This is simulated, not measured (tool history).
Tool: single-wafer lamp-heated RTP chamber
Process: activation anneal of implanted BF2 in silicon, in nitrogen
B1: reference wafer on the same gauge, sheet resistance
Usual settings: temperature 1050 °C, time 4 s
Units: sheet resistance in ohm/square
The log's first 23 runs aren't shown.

-- day=11 reflector plate cleaned
run 24 day=11.021 | temperature=1050 time=4 | B1=208.98 | sheet_resistance=173.04
run 25 day=11.208 | temperature=1073 time=5 | B1=208.97 | sheet_resistance=137.64
run 26 day=11.617 | temperature=1060 time=3 | B1=208.9 | sheet_resistance=169.08
run 27 day=11.883 | temperature=1032 time=3 | B1=208.98 | sheet_resistance=203.63
-- day=12.475 pyrometer window cleaned and pyrometer calibrated
run 28 day=12.583 | temperature=1050 time=6 | B1=209.12 | sheet_resistance=161.39
run 29 day=12.888 | temperature=1038 time=6 | B1=209.08 | sheet_resistance=177.11
run 30 day=13.558 | temperature=1074 time=6 | B1=208.97 | sheet_resistance=134.04
run 31 day=13.842 | temperature=1034 time=5 | B1=208.93 | sheet_resistance=188.65
run 32 day=14.142 | temperature=1050 time=4 | B1=209.1 | sheet_resistance=175.6
run 33 day=14.546 | temperature=1060 time=4 | B1=209.07 | sheet_resistance=162.48
run 34 day=15.121 | temperature=1039 time=4 | B1=208.98 | sheet_resistance=190.05
run 35 day=15.854 | temperature=1065 time=4 | B1=208.96 | sheet_resistance=156.72
run 36 day=16.367 | temperature=1021 time=3 | B1=208.8 | sheet_resistance=221.3

Forecast each of these 5 alternatives for the next run:
run A day=16.383 | temperature=1031 time=4 | B1=? | sheet_resistance=?
run B day=16.383 | temperature=1059 time=4 | B1=? | sheet_resistance=?
run C day=16.383 | temperature=1071 time=6 | B1=? | sheet_resistance=?
run D day=16.383 | temperature=1063 time=3 | B1=? | sheet_resistance=?
run E day=16.383 | temperature=1023 time=4 | B1=? | sheet_resistance=?

run=A B1=208.92 sheet_resistance=199.75
run=B B1=208.92 sheet_resistance=163.84
run=C B1=208.92 sheet_resistance=136.98
run=D B1=208.92 sheet_resistance=168.15
run=E B1=208.92 sheet_resistance=210.44
Without the tool's hidden state the same runs would have given:
run=A sheet_resistance=200.98
run=B sheet_resistance=164.98
run=C sheet_resistance=137.96
run=D sheet_resistance=169.31
run=E sheet_resistance=211.69
